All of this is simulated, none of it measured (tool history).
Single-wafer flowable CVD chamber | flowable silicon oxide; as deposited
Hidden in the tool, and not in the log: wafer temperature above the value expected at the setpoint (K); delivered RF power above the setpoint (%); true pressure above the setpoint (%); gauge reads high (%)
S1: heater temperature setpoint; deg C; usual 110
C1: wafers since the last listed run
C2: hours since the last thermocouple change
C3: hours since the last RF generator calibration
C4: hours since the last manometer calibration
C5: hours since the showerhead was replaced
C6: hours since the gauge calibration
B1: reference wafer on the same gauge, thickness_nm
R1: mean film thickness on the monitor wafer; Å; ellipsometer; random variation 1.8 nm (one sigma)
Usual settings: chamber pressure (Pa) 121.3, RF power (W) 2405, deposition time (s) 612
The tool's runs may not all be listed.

run 1 hour=0.0 | S1=110 chamber_pressure_(Pa)=121.3 RF_power_(W)=2405 deposition_time_(s)=612 | C1=0 C2=2357.3 C3=593.1 C4=2514.6 C5=5121.8 C6=1613.3 | B1=282.827 | R1=3287.87
run 2 hour=63.5 | S1=110 chamber_pressure_(Pa)=121.3 RF_power_(W)=2405 deposition_time_(s)=612 | C1=158 C2=2420.8 C3=656.6 C4=2578.1 C5=5185.3 C6=1676.8 | B1=282.919 | R1=3334.14
run 3 hour=106.2 | S1=102 chamber_pressure_(Pa)=121.3 RF_power_(W)=2405 deposition_time_(s)=612 | C1=106 C2=2463.5 C3=699.3 C4=2620.8 C5=5228.0 C6=1719.5 | B1=283.424 | R1=4548.50
run 4 hour=150.8 | S1=110 chamber_pressure_(Pa)=121.3 RF_power_(W)=2735 deposition_time_(s)=571 | C1=111 C2=2508.1 C3=743.9 C4=2665.4 C5=5272.6 C6=1764.1 | B1=283.314 | R1=3134.04
run 5 hour=176.3 | S1=110 chamber_pressure_(Pa)=129.2 RF_power_(W)=2405 deposition_time_(s)=612 | C1=63 C2=2533.6 C3=769.4 C4=2690.9 C5=5298.1 C6=1789.6 | B1=283.427 | R1=3561.29
run 6 hour=215.4 | S1=118 chamber_pressure_(Pa)=121.3 RF_power_(W)=2405 deposition_time_(s)=612 | C1=97 C2=2572.7 C3=808.5 C4=2730.0 C5=5337.2 C6=1828.7 | B1=283.076 | R1=2527.76
run 7 hour=266.8 | S1=96 chamber_pressure_(Pa)=148.0 RF_power_(W)=2595 deposition_time_(s)=648 | C1=128 C2=2624.1 C3=859.9 C4=2781.4 C5=5388.6 C6=1880.1 | B1=283.651 | R1=7347.50
-- hour=283.7 capacitance manometer re-zeroed and calibrated
run 8 hour=294.0 | S1=102 chamber_pressure_(Pa)=137.1 RF_power_(W)=1980 deposition_time_(s)=653 | C1=47 C2=2651.3 C3=887.1 C4=10.3 C5=5415.8 C6=1907.3 | B1=283.871 | R1=5311.75
run 9 hour=354.8 | S1=110 chamber_pressure_(Pa)=121.3 RF_power_(W)=2875 deposition_time_(s)=612 | C1=151 C2=2712.1 C3=947.9 C4=71.1 C5=5476.6 C6=1968.1 | B1=283.368 | R1=3390.53
-- hour=363.5 showerhead replaced
run 10 hour=414.0 | S1=110 chamber_pressure_(Pa)=134.3 RF_power_(W)=2405 deposition_time_(s)=612 | C1=127 C2=2771.3 C3=1007.1 C4=130.3 C5=50.5 C6=2027.3 | B1=283.454 | R1=3715.96
run 11 hour=473.2 | S1=110 chamber_pressure_(Pa)=121.3 RF_power_(W)=2745 deposition_time_(s)=533 | C1=147 C2=2830.5 C3=1066.3 C4=189.5 C5=109.7 C6=2086.5 | B1=283.862 | R1=2911.00
-- hour=515.8 thermocouple changed; heater temperature recalibrated
run 12 hour=516.3 | S1=110 chamber_pressure_(Pa)=121.3 RF_power_(W)=2405 deposition_time_(s)=556 | C1=87 C2=0.5 C3=1109.4 C4=232.6 C5=152.8 C6=2129.6 | B1=283.866 | R1=3031.78
run 13 hour=555.4 | S1=110 chamber_pressure_(Pa)=121.3 RF_power_(W)=2855 deposition_time_(s)=612 | C1=97 C2=39.6 C3=1148.5 C4=271.7 C5=191.9 C6=2168.7 | B1=283.478 | R1=3368.73
run 14 hour=605.8 | S1=110 chamber_pressure_(Pa)=121.3 RF_power_(W)=2405 deposition_time_(s)=612 | C1=125 C2=90.0 C3=1198.9 C4=322.1 C5=242.3 C6=2219.1 | B1=283.685 | R1=3325.35
run 15 hour=674.7 | S1=110 chamber_pressure_(Pa)=121.3 RF_power_(W)=2215 deposition_time_(s)=717 | C1=172 C2=158.9 C3=1267.8 C4=391.0 C5=311.2 C6=2288.0 | B1=283.721 | R1=3880.51
run 16 hour=717.2 | S1=110 chamber_pressure_(Pa)=121.3 RF_power_(W)=2405 deposition_time_(s)=612 | C1=106 C2=201.4 C3=1310.3 C4=433.5 C5=353.7 C6=2330.5 | B1=283.944 | R1=3361.57
-- hour=741.6 gauge calibrated
run 17 hour=759.3 | S1=110 chamber_pressure_(Pa)=121.3 RF_power_(W)=2230 deposition_time_(s)=612 | C1=105 C2=243.5 C3=1352.4 C4=475.6 C5=395.8 C6=17.7 | B1=276.975 | R1=3245.99
run 18 hour=814.1 | S1=123 chamber_pressure_(Pa)=151.1 RF_power_(W)=2405 deposition_time_(s)=612 | C1=136 C2=298.3 C3=1407.2 C4=530.4 C5=450.6 C6=72.5 | B1=276.899 | R1=2637.06
-- hour=824.1 RF generator calibrated
run 19 hour=851.6 | S1=110 chamber_pressure_(Pa)=121.3 RF_power_(W)=2810 deposition_time_(s)=612 | C1=73 C2=335.8 C3=27.5 C4=567.9 C5=488.1 C6=110.0 | B1=277.776 | R1=3295.77
run 20 hour=902.3 | S1=110 chamber_pressure_(Pa)=121.3 RF_power_(W)=2405 deposition_time_(s)=612 | C1=126 C2=386.5 C3=78.2 C4=618.6 C5=538.8 C6=160.7 | B1=277.771 | R1=3281.46
run 21 hour=951.0 | S1=123 chamber_pressure_(Pa)=102.8 RF_power_(W)=2405 deposition_time_(s)=669 | C1=121 C2=435.2 C3=126.9 C4=667.3 C5=587.5 C6=209.4 | B1=277.958 | R1=1962.20
run 22 hour=1000.5 | S1=110 chamber_pressure_(Pa)=121.3 RF_power_(W)=2405 deposition_time_(s)=612 | C1=123 C2=484.7 C3=176.4 C4=716.8 C5=637.0 C6=258.9 | B1=278.327 | R1=3298.34
run 23 hour=1051.1 | S1=101 chamber_pressure_(Pa)=121.3 RF_power_(W)=2795 deposition_time_(s)=612 | C1=126 C2=535.3 C3=227.0 C4=767.4 C5=687.6 C6=309.5 | B1=278.093 | R1=4736.61
run 24 hour=1082.5 | S1=110 chamber_pressure_(Pa)=147.2 RF_power_(W)=2405 deposition_time_(s)=612 | C1=78 C2=566.7 C3=258.4 C4=798.8 C5=719.0 C6=340.9 | B1=279.134 | R1=3997.34
run 25 hour=1109.8 | S1=120 chamber_pressure_(Pa)=105.1 RF_power_(W)=1990 deposition_time_(s)=648 | C1=68 C2=594.0 C3=285.7 C4=826.1 C5=746.3 C6=368.2 | B1=278.872 | R1=2086.70
run 26 hour=1143.8 | S1=110 chamber_pressure_(Pa)=121.3 RF_power_(W)=2405 deposition_time_(s)=612 | C1=84 C2=628.0 C3=319.7 C4=860.1 C5=780.3 C6=402.2 | B1=278.989 | R1=3297.00
run 27 hour=1212.8 | S1=110 chamber_pressure_(Pa)=140.5 RF_power_(W)=1970 deposition_time_(s)=612 | C1=172 C2=697.0 C3=388.7 C4=929.1 C5=849.3 C6=471.2 | B1=279.540 | R1=3693.65
run 28 hour=1271.5 | S1=110 chamber_pressure_(Pa)=145.3 RF_power_(W)=2405 deposition_time_(s)=503 | C1=146 C2=755.7 C3=447.4 C4=987.8 C5=908.0 C6=529.9 | B1=279.763 | R1=3246.59

Forecast each of these 4 alternatives for the next run:
run A hour=1272.1 | S1=110 chamber_pressure_(Pa)=121.3 RF_power_(W)=2405 deposition_time_(s)=612 | C1=1 C2=756.3 C3=448.0 C4=988.4 C5=908.6 C6=530.5 | B1=? | R1=?
run B hour=1272.1 | S1=110 chamber_pressure_(Pa)=99.1 RF_power_(W)=2405 deposition_time_(s)=525 | C1=1 C2=756.3 C3=448.0 C4=988.4 C5=908.6 C6=530.5 | B1=? | R1=?
run C hour=1272.1 | S1=105 chamber_pressure_(Pa)=150.7 RF_power_(W)=2250 deposition_time_(s)=720 | C1=1 C2=756.3 C3=448.0 C4=988.4 C5=908.6 C6=530.5 | B1=? | R1=?
run D hour=1272.1 | S1=110 chamber_pressure_(Pa)=137.9 RF_power_(W)=2775 deposition_time_(s)=612 | C1=1 C2=756.3 C3=448.0 C4=988.4 C5=908.6 C6=530.5 | B1=? | R1=?

run=A B1=279.326 R1=3304.21
run=B B1=279.326 R1=2301.91
run=C B1=279.326 R1=5769.47
run=D B1=279.326 R1=3820.51
Without the tool's hidden state the same runs would have given:
run=A R1=3273.50
run=B R1=2280.51
run=C R1=5715.85
run=D R1=3785.00
